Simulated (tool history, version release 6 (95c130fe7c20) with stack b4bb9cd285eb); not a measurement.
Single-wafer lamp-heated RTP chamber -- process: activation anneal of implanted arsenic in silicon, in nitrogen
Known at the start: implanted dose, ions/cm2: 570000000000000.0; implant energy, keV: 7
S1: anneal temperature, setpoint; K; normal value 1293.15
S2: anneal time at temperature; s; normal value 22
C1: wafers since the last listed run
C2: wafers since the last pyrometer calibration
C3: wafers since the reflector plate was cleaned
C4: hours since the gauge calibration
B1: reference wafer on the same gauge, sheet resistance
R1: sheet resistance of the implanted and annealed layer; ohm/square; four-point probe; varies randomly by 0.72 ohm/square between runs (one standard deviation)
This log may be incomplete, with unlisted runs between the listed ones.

Run 1, hour 0: usual settings; C1 0; C2 3717; C3 3717; C4 133.2; B1 197.12. Result: R1 206.97 ohm/square.
Run 2, hour 13.6: usual settings; C1 299; C2 4016; C3 4016; C4 146.8; B1 197.01. Result: R1 208.31 ohm/square.
Run 3, hour 40.8: usual settings but S1 1284.15 K; C1 598; C2 4615; C3 4615; C4 174; B1 197.06. Result: R1 212.11 ohm/square.
At hour 73.7: pyrometer window cleaned and pyrometer calibrated.
Run 4, hour 80.2: usual settings but S1 1284.15 K; C1 690; C2 142; C3 5305; C4 213.4; B1 197.26. Result: R1 217.46 ohm/square.
Run 5, hour 122.6: usual settings but S1 1276.15 K; C1 932; C2 1075; C3 6238; C4 255.8; B1 197.01. Result: R1 217.71 ohm/square.
At hour 172: gauge calibrated.
Run 6, hour 204.1: usual settings but S1 1276.15 K; C1 1792; C2 2868; C3 8031; C4 32.1; B1 196.75. Result: R1 215.52 ohm/square.
Run 7, hour 219.4: usual settings but S1 1276.15 K; C1 336; C2 3204; C3 8368; C4 47.4; B1 196.97. Result: R1 214.72 ohm/square.
Run 8, hour 243.1: usual settings but S1 1305.15 K; C1 521; C2 3726; C3 8889; C4 71.1; B1 197.43. Result: R1 201.61 ohm/square.
Run 9, hour 262.9: usual settings but S1 1305.15 K; C1 435; C2 4161; C3 9325; C4 90.9; B1 197.01. Result: R1 201.62 ohm/square.
At hour 282.3: pyrometer window cleaned and pyrometer calibrated.
Run 10, hour 293.9: usual settings but S1 1302.15 K, S2 18 s; C1 505; C2 255; C3 9831; C4 121.9; B1 196.92. Result: R1 210.02 ohm/square.
Run 11, hour 316.4: usual settings but S1 1308.15 K, S2 13 s; C1 494; C2 750; C3 10326; C4 144.4; B1 196.77. Result: R1 212.5 ohm/square.
Run 12, hour 343.5: usual settings but S1 1275.15 K; C1 596; C2 1346; C3 10922; C4 171.5; B1 197. Result: R1 215.57 ohm/square.
Run 13, hour 377.5: usual settings but S1 1272.15 K, S2 16 s; C1 747; C2 2094; C3 11670; C4 205.5; B1 196.98. Result: R1 221.66 ohm/square.
At hour 398.4: reflector plate cleaned.
Run 14, hour 398.9: usual settings but S1 1321.15 K, S2 18 s; C1 294; C2 2389; C3 11; C4 226.9; B1 196.86. Result: R1 201.54 ohm/square.
Run 15, hour 414.6: usual settings; C1 345; C2 2735; C3 357; C4 242.6; B1 197.06. Result: R1 209.25 ohm/square.
Run 16, hour 438.5: usual settings; C1 525; C2 3260; C3 882; C4 266.5; B1 197.33. Result: R1 209.73 ohm/square.
Run 17, hour 458.4: usual settings; C1 437; C2 3698; C3 1320; C4 286.4; B1 197.37. Result: R1 209.34 ohm/square.
Run 18, hour 478: usual settings but S1 1273.15 K, S2 16 s; C1 431; C2 4129; C3 1751; C4 306; B1 197.01. Result: R1 224.49 ohm/square.
At hour 494.6: gauge calibrated.
Run 19, hour 500.8: usual settings but S1 1275.15 K; C1 501; C2 4631; C3 2253; C4 6.2; B1 196.78. Result: R1 217.5 ohm/square.

Forecast each of these 4 alternatives for the next run:
Run A, hour 501.2: usual settings but S2 17 s; C1 8; C2 4640; C3 2262; C4 6.6; B1 ?. Result: R1 ?.
Run B, hour 501.2: usual settings but S1 1314.15 K, S2 14 s; C1 8; C2 4640; C3 2262; C4 6.6; B1 ?. Result: R1 ?.
Run C, hour 501.2: usual settings but S1 1283.15 K, S2 34 s; C1 8; C2 4640; C3 2262; C4 6.6; B1 ?. Result: R1 ?.
Run D, hour 501.2: usual settings but S1 1282.15 K, S2 30 s; C1 8; C2 4640; C3 2262; C4 6.6; B1 ?. Result: R1 ?.

run      B1      R1
  A  196.99  212.26
  B  196.99  207.09
  C  196.99  203.77
  D  196.99  206.45
Had the tool no hidden state, the same runs would have come out as:
run      R1
  A  218.41
  B  212.86
  C   209.7
  D  212.53

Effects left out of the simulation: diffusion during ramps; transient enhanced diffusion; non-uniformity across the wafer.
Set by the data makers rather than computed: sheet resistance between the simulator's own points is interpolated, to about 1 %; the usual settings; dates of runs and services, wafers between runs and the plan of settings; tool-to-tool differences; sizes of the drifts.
